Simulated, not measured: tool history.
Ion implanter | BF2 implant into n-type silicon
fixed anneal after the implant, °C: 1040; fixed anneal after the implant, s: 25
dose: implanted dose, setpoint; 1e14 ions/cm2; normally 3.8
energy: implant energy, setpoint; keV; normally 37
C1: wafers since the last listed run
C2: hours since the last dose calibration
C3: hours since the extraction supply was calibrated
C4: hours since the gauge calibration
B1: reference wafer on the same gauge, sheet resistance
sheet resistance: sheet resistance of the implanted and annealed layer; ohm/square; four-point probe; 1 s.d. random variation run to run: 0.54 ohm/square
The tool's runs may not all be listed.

{"run": 1, "hour": 0.0, "dose": 3.8, "energy": 37, "C1": 0, "C2": 1613.2, "C3": 5003, "C4": 279.6, "B1": 310.03, "sheet resistance": 271.98}
{"run": 2, "hour": 20.7, "dose": 3.8, "energy": 34, "C1": 404, "C2": 1633.9, "C3": 5023.7, "C4": 300.3, "B1": 310.02, "sheet resistance": 273.67}
{"run": 3, "hour": 55.7, "dose": 3.8, "energy": 34, "C1": 684, "C2": 1668.9, "C3": 5058.7, "C4": 335.3, "B1": 309.85, "sheet resistance": 274.28}
{"run": 4, "hour": 87.7, "dose": 3.8, "energy": 31.5, "C1": 625, "C2": 1700.9, "C3": 5090.7, "C4": 367.3, "B1": 310.03, "sheet resistance": 275.11}
{"run": 5, "hour": 117.1, "dose": 3.8, "energy": 31.5, "C1": 574, "C2": 1730.3, "C3": 5120.1, "C4": 396.7, "B1": 309.69, "sheet resistance": 275.48}
{"run": 6, "hour": 143.5, "dose": 3.8, "energy": 31.5, "C1": 516, "C2": 1756.7, "C3": 5146.5, "C4": 423.1, "B1": 309.65, "sheet resistance": 276.56}
{"run": 7, "hour": 172.5, "dose": 3.54, "energy": 37, "C1": 566, "C2": 1785.7, "C3": 5175.5, "C4": 452.1, "B1": 309.99, "sheet resistance": 287.98}
{"run": 8, "hour": 199.3, "dose": 3.18, "energy": 37, "C1": 523, "C2": 1812.5, "C3": 5202.3, "C4": 478.9, "B1": 309.99, "sheet resistance": 315.65}
{"run": 9, "hour": 221.0, "dose": 3.18, "energy": 37, "C1": 424, "C2": 1834.2, "C3": 5224, "C4": 500.6, "B1": 310.03, "sheet resistance": 314.62}
{"hour": 257.0, "done": "extraction supply calibrated"}
{"run": 10, "hour": 257.5, "dose": 3.32, "energy": 24.5, "C1": 557, "C2": 1870.7, "C3": 0.5, "C4": 537.1, "B1": 309.86, "sheet resistance": 314.55}
{"run": 11, "hour": 290.7, "dose": 3.8, "energy": 31.5, "C1": 648, "C2": 1903.9, "C3": 33.7, "C4": 570.3, "B1": 310.05, "sheet resistance": 276.6}
{"run": 12, "hour": 305.2, "dose": 2.99, "energy": 48, "C1": 283, "C2": 1918.4, "C3": 48.2, "C4": 584.8, "B1": 310.11, "sheet resistance": 322.55}
{"run": 13, "hour": 319.4, "dose": 4.87, "energy": 48, "C1": 277, "C2": 1932.6, "C3": 62.4, "C4": 599, "B1": 309.99, "sheet resistance": 215.44}
{"run": 14, "hour": 354.1, "dose": 3.1, "energy": 43.5, "C1": 678, "C2": 1967.3, "C3": 97.1, "C4": 633.7, "B1": 309.95, "sheet resistance": 317.43}
{"run": 15, "hour": 386.1, "dose": 3.8, "energy": 37, "C1": 625, "C2": 1999.3, "C3": 129.1, "C4": 665.7, "B1": 309.99, "sheet resistance": 270.88}
{"hour": 405.3, "done": "gauge calibrated"}
{"hour": 438.0, "done": "Faraday cup replaced and dose calibrated"}
{"run": 16, "hour": 465.5, "dose": 3.8, "energy": 37, "C1": 1395, "C2": 27.5, "C3": 208.5, "C4": 60.2, "B1": 310.1, "sheet resistance": 280.57}
{"run": 17, "hour": 495.9, "dose": 3.8, "energy": 37, "C1": 594, "C2": 57.9, "C3": 238.9, "C4": 90.6, "B1": 310.15, "sheet resistance": 280.2}
{"run": 18, "hour": 521.8, "dose": 3.8, "energy": 29, "C1": 506, "C2": 83.8, "C3": 264.8, "C4": 116.5, "B1": 310.16, "sheet resistance": 286.3}
{"run": 19, "hour": 549.3, "dose": 2.88, "energy": 49, "C1": 537, "C2": 111.3, "C3": 292.3, "C4": 144, "B1": 310.32, "sheet resistance": 341.89}

Branching from run 19: 4 alternative next runs. What would each branch give?
{"run": "A", "hour": 549.7, "dose": 3.8, "energy": 37, "C1": 7, "C2": 111.7, "C3": 292.7, "C4": 144.4, "B1": "?", "sheet resistance": "?"}
{"run": "B", "hour": 549.7, "dose": 2.99, "energy": 37, "C1": 7, "C2": 111.7, "C3": 292.7, "C4": 144.4, "B1": "?", "sheet resistance": "?"}
{"run": "C", "hour": 549.7, "dose": 3.8, "energy": 48, "C1": 7, "C2": 111.7, "C3": 292.7, "C4": 144.4, "B1": "?", "sheet resistance": "?"}
{"run": "D", "hour": 549.7, "dose": 3.32, "energy": 43, "C1": 7, "C2": 111.7, "C3": 292.7, "C4": 144.4, "B1": "?", "sheet resistance": "?"}

run=A B1=310.3 sheet_resistance=279.47
run=B B1=310.3 sheet_resistance=341.58
run=C B1=310.3 sheet_resistance=272.85
run=D B1=310.3 sheet_resistance=308.4
Stripped of hidden state, with their random variation kept, the same runs would have yielded:
run=A sheet_resistance=282.15
run=B sheet_resistance=344.84
run=C sheet_resistance=275.42
run=D sheet_resistance=311.31

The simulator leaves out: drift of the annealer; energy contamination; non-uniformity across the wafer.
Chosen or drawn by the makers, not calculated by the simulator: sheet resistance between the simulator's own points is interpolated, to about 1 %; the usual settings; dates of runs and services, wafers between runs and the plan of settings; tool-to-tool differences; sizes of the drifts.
